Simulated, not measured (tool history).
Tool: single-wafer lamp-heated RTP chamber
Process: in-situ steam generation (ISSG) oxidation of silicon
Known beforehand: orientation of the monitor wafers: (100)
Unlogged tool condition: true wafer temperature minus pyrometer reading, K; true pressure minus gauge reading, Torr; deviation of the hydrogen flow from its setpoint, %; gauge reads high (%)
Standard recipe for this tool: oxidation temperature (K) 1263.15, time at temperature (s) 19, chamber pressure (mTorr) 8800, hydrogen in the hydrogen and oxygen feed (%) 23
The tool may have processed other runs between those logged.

run	hour	oxidation temperature (K)	time at temperature (s)	chamber pressure (mTorr)	hydrogen in the hydrogen and oxygen feed (%)	wafers since the last listed run	wafers since the last pyrometer calibration	hours since the pressure gauge was zeroed	hours since the hydrogen flow controller was replaced	hours since the gauge calibration	read-back reference wafer on the same gauge, thickness	oxide thickness on the monitor wafer (angstrom)
1	0	1263.15	24	8800	23	0	4418	1288.8	390.8	1856.4	6.209	66.76
2	64.5	1263.15	24	8800	23	518	4936	1353.3	455.3	1920.9	6.208	66.61
# hour 94.6: pyrometer window cleaned and pyrometer calibrated
3	158.6	1263.15	19	8800	23	691	513	1447.4	549.4	2015	6.212	58.59
4	203.9	1263.15	19	8800	23	363	877	1492.7	594.7	2060.3	6.211	58.64
5	295.5	1263.15	19	8800	23	735	1613	1584.3	686.3	2151.9	6.208	59.02
6	360.4	1275.15	19	8800	23	521	2134	1649.2	751.2	2216.8	6.213	61.86
7	405.8	1270.15	19	8800	23	364	2499	1694.6	796.6	2262.2	6.21	60.64
8	465.1	1263.15	19	8800	23	476	2975	1753.9	855.9	2321.5	6.207	58.99
9	558.9	1253.15	19	8800	23	753	3729	1847.7	949.7	2415.3	6.206	57.05
10	598.7	1263.15	19	8800	23	319	4048	1887.5	989.5	2455.1	6.217	59.36
11	647.4	1272.15	13	7800	15	391	4439	1936.2	1038.2	2503.8	6.211	47.37
# hour 687.1: pyrometer window cleaned and pyrometer calibrated
12	746.4	1263.15	19	8800	23	730	476	2035.2	1137.2	2602.8	6.207	58.4
# hour 756.8: pressure gauge zeroed
13	820.5	1263.15	15	7900	23	530	1007	63.7	1211.3	2676.9	6.211	53.03
14	865.2	1282.15	19	8800	23	359	1366	108.4	1256	2721.6	6.215	63.31
# hour 890.1: gauge calibrated
15	923.1	1247.15	13	8300	20	465	1831	166.3	1313.9	33	6.21	46.13
16	998.9	1245.15	16	7500	26	608	2440	242.1	1389.7	108.8	6.211	53.27
17	1095.9	1256.15	19	8800	32	779	3219	339.1	1486.7	205.8	6.21	62.69
18	1135	1280.15	19	8800	23	314	3533	378.2	1525.8	244.9	6.211	63.67
19	1179.2	1263.15	12	7300	13	355	3888	422.4	1570	289.1	6.205	42.47
20	1233.1	1282.15	15	8800	30	432	4321	476.3	1623.9	343	6.209	61.69
21	1274.9	1249.15	19	8800	32	335	4657	518.1	1665.7	384.8	6.212	61.47
# hour 1303.4: pyrometer window cleaned and pyrometer calibrated
22	1313.5	1263.15	19	8800	23	245	81	556.7	1704.3	423.4	6.212	59
23	1376.3	1251.15	11	8800	23	504	585	619.5	1767.1	486.2	6.206	44.71
24	1427.3	1248.15	19	8800	23	409	995	670.5	1818.1	537.2	6.213	55.78
25	1476.3	1263.15	19	8800	23	393	1388	719.5	1867.1	586.2	6.213	58.86
26	1535.8	1263.15	19	8800	23	477	1866	779	1926.6	645.7	6.212	59.01
27	1573	1279.15	24	9700	28	298	2165	816.2	1963.8	682.9	6.211	72.68
28	1672.3	1263.15	24	8800	23	797	2963	915.5	2063.1	782.2	6.208	66.18
29	1759.2	1263.15	13	9900	16	698	3661	1002.4	2150	869.1	6.208	45.8

Predict the results of run 30:
30	1814.3	1245.15	23	7600	23	442	4103	1057.5	2205.1	924.2	?	?

read-back reference wafer on the same gauge, thickness: 6.212
oxide thickness on the monitor wafer (angstrom): 61.24
Take away the tool's hidden state, keep the run-to-run variation as it was, and the same run would have given oxide thickness on the monitor wafer (angstrom) 59.97.

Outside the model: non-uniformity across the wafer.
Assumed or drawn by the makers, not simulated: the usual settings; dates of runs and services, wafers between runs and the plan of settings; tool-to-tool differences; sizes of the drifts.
